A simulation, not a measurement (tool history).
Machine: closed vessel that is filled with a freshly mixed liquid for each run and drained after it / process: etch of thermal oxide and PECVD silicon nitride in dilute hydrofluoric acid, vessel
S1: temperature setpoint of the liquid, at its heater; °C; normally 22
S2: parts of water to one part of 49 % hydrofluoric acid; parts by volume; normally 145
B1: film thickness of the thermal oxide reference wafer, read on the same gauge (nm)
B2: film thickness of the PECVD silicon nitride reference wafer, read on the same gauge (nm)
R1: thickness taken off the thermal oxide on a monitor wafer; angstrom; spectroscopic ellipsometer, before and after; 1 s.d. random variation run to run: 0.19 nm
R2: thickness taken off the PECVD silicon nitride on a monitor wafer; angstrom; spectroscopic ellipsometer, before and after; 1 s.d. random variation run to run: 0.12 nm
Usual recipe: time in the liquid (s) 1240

{"run": 1, "hour": 0.0, "S1": 22, "S2": 145, "time in the liquid (s)": 1240, "B1": 140.02, "B2": 60, "R1": 355.6, "R2": 204.9}
{"run": 2, "hour": 54.3, "S1": 22, "S2": 145, "time in the liquid (s)": 1240, "B1": 140.01, "B2": 59.98, "R1": 359.2, "R2": 206.9}
{"hour": 75.9, "done": "gauge calibrated"}
{"run": 3, "hour": 108.4, "S1": 22, "S2": 145, "time in the liquid (s)": 1240, "B1": 140.02, "B2": 60.02, "R1": 359.4, "R2": 208.2}
{"run": 4, "hour": 145.3, "S1": 24.5, "S2": 145, "time in the liquid (s)": 1240, "B1": 139.99, "B2": 59.98, "R1": 395.8, "R2": 244.1}
{"hour": 153.8, "done": "hydrofluoric acid flow meter replaced"}
{"run": 5, "hour": 176.2, "S1": 24.5, "S2": 145, "time in the liquid (s)": 1240, "B1": 139.98, "B2": 59.99, "R1": 431.2, "R2": 260.3}
{"hour": 200.4, "done": "thermometer replaced"}
{"run": 6, "hour": 234.8, "S1": 22, "S2": 145, "time in the liquid (s)": 1675, "B1": 140.01, "B2": 60.03, "R1": 498.1, "R2": 274.9}
{"run": 7, "hour": 267.6, "S1": 22, "S2": 145, "time in the liquid (s)": 1675, "B1": 140.03, "B2": 60.01, "R1": 498.5, "R2": 280}
{"run": 8, "hour": 301.5, "S1": 22, "S2": 145, "time in the liquid (s)": 1545, "B1": 140, "B2": 59.97, "R1": 460.9, "R2": 256.3}
{"run": 9, "hour": 449.2, "S1": 26, "S2": 125, "time in the liquid (s)": 535, "B1": 140.02, "B2": 60, "R1": 221.3, "R2": 135.4}
{"run": 10, "hour": 499.2, "S1": 27, "S2": 145, "time in the liquid (s)": 1465, "B1": 139.99, "B2": 59.99, "R1": 523.8, "R2": 342.6}
{"run": 11, "hour": 530.3, "S1": 22, "S2": 145, "time in the liquid (s)": 1545, "B1": 140, "B2": 60.04, "R1": 461, "R2": 260.6}
{"run": 12, "hour": 567.0, "S1": 24.5, "S2": 120, "time in the liquid (s)": 870, "B1": 139.98, "B2": 60.03, "R1": 358.5, "R2": 209.7}
{"run": 13, "hour": 630.5, "S1": 24.5, "S2": 215, "time in the liquid (s)": 1490, "B1": 139.99, "B2": 59.99, "R1": 303.3, "R2": 203.4}
{"hour": 647.8, "done": "thermometer replaced"}
{"run": 14, "hour": 663.4, "S1": 22, "S2": 195, "time in the liquid (s)": 1440, "B1": 140, "B2": 60.01, "R1": 290.9, "R2": 173.5}
{"run": 15, "hour": 709.5, "S1": 22, "S2": 120, "time in the liquid (s)": 695, "B1": 140.01, "B2": 60.04, "R1": 247.5, "R2": 133.9}
{"run": 16, "hour": 780.3, "S1": 24.5, "S2": 195, "time in the liquid (s)": 760, "B1": 140.01, "B2": 60.01, "R1": 168.7, "R2": 110}
{"run": 17, "hour": 925.7, "S1": 22, "S2": 190, "time in the liquid (s)": 1860, "B1": 139.99, "B2": 60.03, "R1": 390.4, "R2": 234.5}
{"run": 18, "hour": 992.4, "S1": 22, "S2": 145, "time in the liquid (s)": 1240, "B1": 140, "B2": 60.02, "R1": 358.9, "R2": 205}
{"run": 19, "hour": 1032.5, "S1": 23.5, "S2": 205, "time in the liquid (s)": 685, "B1": 139.98, "B2": 60, "R1": 138, "R2": 89}
{"run": 20, "hour": 1074.5, "S1": 22, "S2": 145, "time in the liquid (s)": 870, "B1": 140.01, "B2": 60.02, "R1": 252.4, "R2": 144.9}
{"hour": 1097.4, "done": "hydrofluoric acid flow meter replaced"}
{"run": 21, "hour": 1124.7, "S1": 22, "S2": 145, "time in the liquid (s)": 1240, "B1": 139.99, "B2": 59.99, "R1": 385.4, "R2": 219.5}
{"run": 22, "hour": 1178.5, "S1": 17.5, "S2": 125, "time in the liquid (s)": 600, "B1": 139.98, "B2": 60.02, "R1": 184.3, "R2": 91.6}
{"hour": 1206.4, "done": "thermometer replaced"}
{"run": 23, "hour": 1218.1, "S1": 22, "S2": 145, "time in the liquid (s)": 1240, "B1": 140.01, "B2": 59.99, "R1": 367.7, "R2": 205.6}
{"run": 24, "hour": 1257.2, "S1": 17.5, "S2": 165, "time in the liquid (s)": 1240, "B1": 140, "B2": 59.98, "R1": 265.2, "R2": 134.1}

Alternative continuations, all from the tool just after run 24; predict every row:
{"run": "A", "hour": 1258.2, "S1": 22, "S2": 145, "time in the liquid (s)": 1240, "B1": "?", "B2": "?", "R1": "?", "R2": "?"}
{"run": "B", "hour": 1258.2, "S1": 23.5, "S2": 215, "time in the liquid (s)": 580, "B1": "?", "B2": "?", "R1": "?", "R2": "?"}
{"run": "C", "hour": 1258.2, "S1": 19, "S2": 195, "time in the liquid (s)": 1055, "B1": "?", "B2": "?", "R1": "?", "R2": "?"}
{"run": "D", "hour": 1258.2, "S1": 25.5, "S2": 90, "time in the liquid (s)": 1560, "B1": "?", "B2": "?", "R1": "?", "R2": "?"}
{"run": "E", "hour": 1258.2, "S1": 22, "S2": 145, "time in the liquid (s)": 1555, "B1": "?", "B2": "?", "R1": "?", "R2": "?"}

run=A B1=139.99 B2=59.99 R1=368.4 R2=207.9
run=B B1=139.99 B2=59.99 R1=113.9 R2=72.6
run=C B1=139.99 B2=59.99 R1=196.8 R2=108.7
run=D B1=139.99 B2=59.99 R1=915.4 R2=526.8
run=E B1=139.99 B2=59.99 R1=462 R2=260.8
The same runs, with their run-to-run variation unchanged, on a tool lacking any hidden condition would have given:
run=A R1=372.1 R2=207.7
run=B R1=115.3 R2=72.6
run=C R1=198.9 R2=108.6
run=D R1=923.8 R2=526.4
run=E R1=466.7 R2=260.5
